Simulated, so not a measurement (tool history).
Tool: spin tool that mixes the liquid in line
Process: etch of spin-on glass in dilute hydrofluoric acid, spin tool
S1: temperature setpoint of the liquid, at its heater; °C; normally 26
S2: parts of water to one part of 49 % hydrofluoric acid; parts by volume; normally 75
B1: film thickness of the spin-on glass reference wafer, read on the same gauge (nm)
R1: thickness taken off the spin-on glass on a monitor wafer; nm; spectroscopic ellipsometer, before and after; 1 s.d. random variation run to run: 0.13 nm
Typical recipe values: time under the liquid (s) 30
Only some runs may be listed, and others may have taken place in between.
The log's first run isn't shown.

run 2 hour=13.6 | S1=26 S2=75 time_under_the_liquid_(s)=30 | B1=40.03 | R1=13.68
run 3 hour=34.4 | S1=26 S2=75 time_under_the_liquid_(s)=30 | B1=40.01 | R1=13.71
run 4 hour=63.1 | S1=26 S2=75 time_under_the_liquid_(s)=30 | B1=40.05 | R1=13.89
run 5 hour=83.9 | S1=26 S2=75 time_under_the_liquid_(s)=30 | B1=39.93 | R1=13.8
run 6 hour=107 | S1=26 S2=75 time_under_the_liquid_(s)=30 | B1=39.94 | R1=13.77
run 7 hour=122.5 | S1=26 S2=75 time_under_the_liquid_(s)=30 | B1=39.99 | R1=13.65
run 8 hour=142.2 | S1=26 S2=75 time_under_the_liquid_(s)=45 | B1=39.99 | R1=20.69
run 9 hour=166.6 | S1=26 S2=75 time_under_the_liquid_(s)=45 | B1=40.05 | R1=20.7
run 10 hour=195.5 | S1=26 S2=75 time_under_the_liquid_(s)=30 | B1=39.96 | R1=13.63
-- hour=227.7 thermometer replaced
run 11 hour=229.4 | S1=26 S2=75 time_under_the_liquid_(s)=30 | B1=40.03 | R1=15.34
run 12 hour=244 | S1=23 S2=55 time_under_the_liquid_(s)=30 | B1=40.02 | R1=18.84
-- hour=276.8 gauge calibrated
run 13 hour=277.6 | S1=26 S2=75 time_under_the_liquid_(s)=40 | B1=39.99 | R1=20.39
run 14 hour=309.1 | S1=26 S2=75 time_under_the_liquid_(s)=40 | B1=39.99 | R1=20.28
run 15 hour=340.5 | S1=26 S2=75 time_under_the_liquid_(s)=40 | B1=40.01 | R1=19.91
-- hour=357.5 hydrofluoric acid flow meter replaced
run 16 hour=364 | S1=26 S2=75 time_under_the_liquid_(s)=30 | B1=40.04 | R1=15.26
run 17 hour=379.7 | S1=23.5 S2=50 time_under_the_liquid_(s)=25 | B1=39.95 | R1=17.37
run 18 hour=420.3 | S1=21 S2=110 time_under_the_liquid_(s)=20 | B1=39.95 | R1=5.34
run 19 hour=436 | S1=22.5 S2=55 time_under_the_liquid_(s)=20 | B1=39.99 | R1=12.24
run 20 hour=461.2 | S1=24 S2=75 time_under_the_liquid_(s)=50 | B1=40.01 | R1=23.03
run 21 hour=486.3 | S1=22 S2=45 time_under_the_liquid_(s)=30 | B1=40.03 | R1=22.26
run 22 hour=511.5 | S1=26 S2=75 time_under_the_liquid_(s)=30 | B1=39.98 | R1=15.06
run 23 hour=536.5 | S1=29 S2=105 time_under_the_liquid_(s)=45 | B1=40.01 | R1=17.09
run 24 hour=549 | S1=30 S2=100 time_under_the_liquid_(s)=30 | B1=40.07 | R1=12.67

What will run 25 give?
run 25 hour=568.3 | S1=28.5 S2=75 time_under_the_liquid_(s)=15 | B1=? | R1=?

{"run 25": {"B1": 40.04, "R1": 8.08}}
The same run, on a tool lacking any hidden state, would have yielded R1 8.24 nm.
